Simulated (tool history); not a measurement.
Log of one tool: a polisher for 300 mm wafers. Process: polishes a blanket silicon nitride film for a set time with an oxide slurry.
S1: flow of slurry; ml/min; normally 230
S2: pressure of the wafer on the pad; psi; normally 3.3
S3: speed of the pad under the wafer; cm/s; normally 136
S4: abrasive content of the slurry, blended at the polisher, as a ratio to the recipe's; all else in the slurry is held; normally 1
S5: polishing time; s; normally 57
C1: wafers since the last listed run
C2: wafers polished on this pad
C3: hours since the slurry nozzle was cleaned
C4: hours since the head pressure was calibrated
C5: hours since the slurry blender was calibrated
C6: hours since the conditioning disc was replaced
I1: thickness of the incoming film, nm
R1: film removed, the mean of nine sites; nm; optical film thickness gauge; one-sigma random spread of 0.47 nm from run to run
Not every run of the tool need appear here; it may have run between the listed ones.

run	hour	S1	S2	S3	S4	S5	C1	C2	C3	C4	C5	C6	I1	R1
1	0	230	3.3	136	1	57	0	84	58.4	427.2	313.5	132	467.7	47.2
# hour 1.8: slurry blender recalibrated
2	47.5	230	3.3	136	0.8	57	515	599	105.9	474.7	45.7	179.5	467.5	42.3
3	78.2	230	3.3	136	0.8	57	345	945	136.6	505.4	76.4	210.2	462.6	41.7
# hour 106.6: conditioning disc replaced and pad reconditioned
4	118.3	230	3.3	124	1	57	429	1375	176.7	545.5	116.5	11.7	461.5	47.1
5	145.3	230	3.3	136	1	57	304	1679	203.7	572.5	143.5	38.7	462.9	48.1
# hour 162: slurry nozzle cleaned
6	174.9	230	3.3	136	1	57	322	2001	12.9	602.1	173.1	68.3	470.6	49
# hour 209.5: worn pad replaced by a new one
7	222.8	230	3.3	136	1	57	494	149	60.8	650	221	116.2	467.2	48.3
8	270.8	230	3.3	136	0.85	57	540	690	108.8	698	269	164.2	465	43.7
9	312.2	230	3.3	136	1	57	466	1157	150.2	739.4	310.4	205.6	476.3	45.7
10	348.9	230	3.3	136	1	57	413	1570	186.9	776.1	347.1	242.3	470.4	44.8
# hour 378.1: conditioning disc replaced and pad reconditioned
# hour 381.4: slurry blender recalibrated
# hour 403.8: slurry nozzle cleaned
11	405	285	4.1	152	1.25	57	575	2146	1.2	832.2	23.6	26.9	475.3	72.5
# hour 443.2: worn pad replaced by a new one
12	463.4	230	3.3	160	0.9	57	612	228	59.6	890.6	82	85.3	466.5	52.2
13	578.3	230	3.9	98	1	77	1294	1522	174.5	1005.5	196.9	200.2	468.2	56.5
14	604.3	155	3.3	136	1	68	292	1815	200.5	1031.5	222.9	226.2	467.7	50.1
# hour 605.5: slurry nozzle cleaned
# hour 607.6: conditioning disc replaced and pad reconditioned
# hour 622.6: worn pad replaced by a new one
15	653.8	230	3.3	136	1	42	478	351	48.3	1081	272.4	46.2	467.7	35.8
16	691.5	205	3.3	136	0.8	57	424	776	86	1118.7	310.1	83.9	466.4	43.4
# hour 700: slurry blender recalibrated
17	751	160	3.3	136	1	75	647	1424	145.5	1178.2	51	143.4	474.1	58.3
18	805.8	230	3.3	136	1	57	617	2041	200.3	1233	105.8	198.2	464.1	45.8
# hour 812.6: head pressure recalibrated
# hour 820.7: slurry nozzle cleaned
# hour 827: worn pad replaced by a new one
# hour 832.9: conditioning disc replaced and pad reconditioned
19	850.4	230	3.3	136	1	57	401	241	29.7	37.8	150.4	17.5	477.3	49.5
# hour 1008.4: slurry blender recalibrated
# hour 1020.5: worn pad replaced by a new one
# hour 1034.1: slurry nozzle cleaned
20	1037.3	230	3.3	136	1	57	2026	177	3.2	224.7	28.9	204.4	467.8	45.5

Alternative continuations, all from the tool just after run 20; predict every row:
A	1037.7	230	3.3	136	1	57	4	182	3.6	225.1	29.3	204.8	471	?
B	1037.7	230	3.7	182	0.75	70	4	182	3.6	225.1	29.3	204.8	471	?
C	1037.7	230	4.4	170	1	69	4	182	3.6	225.1	29.3	204.8	471	?
D	1037.7	165	4.3	136	0.85	67	4	182	3.6	225.1	29.3	204.8	471	?
E	1037.7	230	2.1	122	1	57	4	182	3.6	225.1	29.3	204.8	471	?

run	R1
A	45.7
B	67
C	81.7
D	59.4
E	29.1
The same runs, with their run-to-run variation unchanged, on a tool lacking any hidden condition would have given:
run	R1
A	50.8
B	77.6
C	95.7
D	67.6
E	31.2
